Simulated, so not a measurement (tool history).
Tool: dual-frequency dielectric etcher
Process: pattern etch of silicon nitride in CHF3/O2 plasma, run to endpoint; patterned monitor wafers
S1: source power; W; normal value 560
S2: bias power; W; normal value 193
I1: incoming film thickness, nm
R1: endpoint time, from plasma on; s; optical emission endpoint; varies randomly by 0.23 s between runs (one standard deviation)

run   hour   S1   S2     I1    R1
  1    0.0  600  178  107.8  71.3
  2   15.3  600  178  108.6  72.0
  3   35.4  560  193  107.6  71.4
  4   69.9  560  193  109.3  72.9
  5   82.4  560  193  109.1  72.7
  6  117.6  560  155  108.1  77.0
  7  132.2  560  155  108.8  77.4
  8  148.9  560  193  108.5  72.0
  9  178.4  560  193  108.2  71.6
     210.3  -- wet clean of the chamber
 10  210.8  560  193  108.8  71.9
 11  307.9  560  193  108.2  71.8
 12  333.9  560  193  107.6  71.0
 13  367.7  560  193  107.8  71.6
     400.1  -- bias power generator calibrated
 14  403.7  560  193  107.2  71.2
 15  422.2  490  209  108.3  74.2
 16  437.2  560  193  109.1  72.2
     496.6  -- upper electrode replaced
 17  501.0  480  193  108.1  76.0
 18  516.6  450  156  107.3  82.8
 19  567.3  680  235  108.7  62.6
 20  586.5  560  193  107.3  71.1
 21  609.5  700  161  107.5  68.8
 22  623.9  560  193  107.9  71.1
 23  654.4  560  193  108.2  71.4
     703.4  -- wet clean of the chamber
     703.7  -- source power generator calibrated
 24  704.2  460  234  106.7  72.8
 25  714.0  620  237  107.2  65.1
 26  752.2  460  193  108.0  78.5
 27  770.7  660  223  108.1  65.4
 28  841.3  500  221  107.9  72.6
 29  862.0  470  170  107.8  81.4
 30  897.4  680  220  108.6  65.1
 31  922.4  660  240  107.4  63.0
 32  957.2  560  146  108.4  79.7
 33  971.7  460  193  107.3  78.0
 34  995.7  520  174  107.6  77.3

What if the next run were any one of these 5? Each begins from the tool's condition after run 34:
  A  996.1  490  193  108.2   ?
  B  996.1  510  172  108.2   ?
  C  996.1  670  231  108.2   ?
  D  996.1  600  225  108.2   ?
  E  996.1  560  154  108.2   ?

run    R1
  A  76.6
  B  78.2
  C  63.8
  D  67.2
  E  77.9
With the hidden condition removed and each run's random variation left untouched, the same runs would have given:
run    R1
  A  76.8
  B  78.4
  C  63.9
  D  67.4
  E  78.1
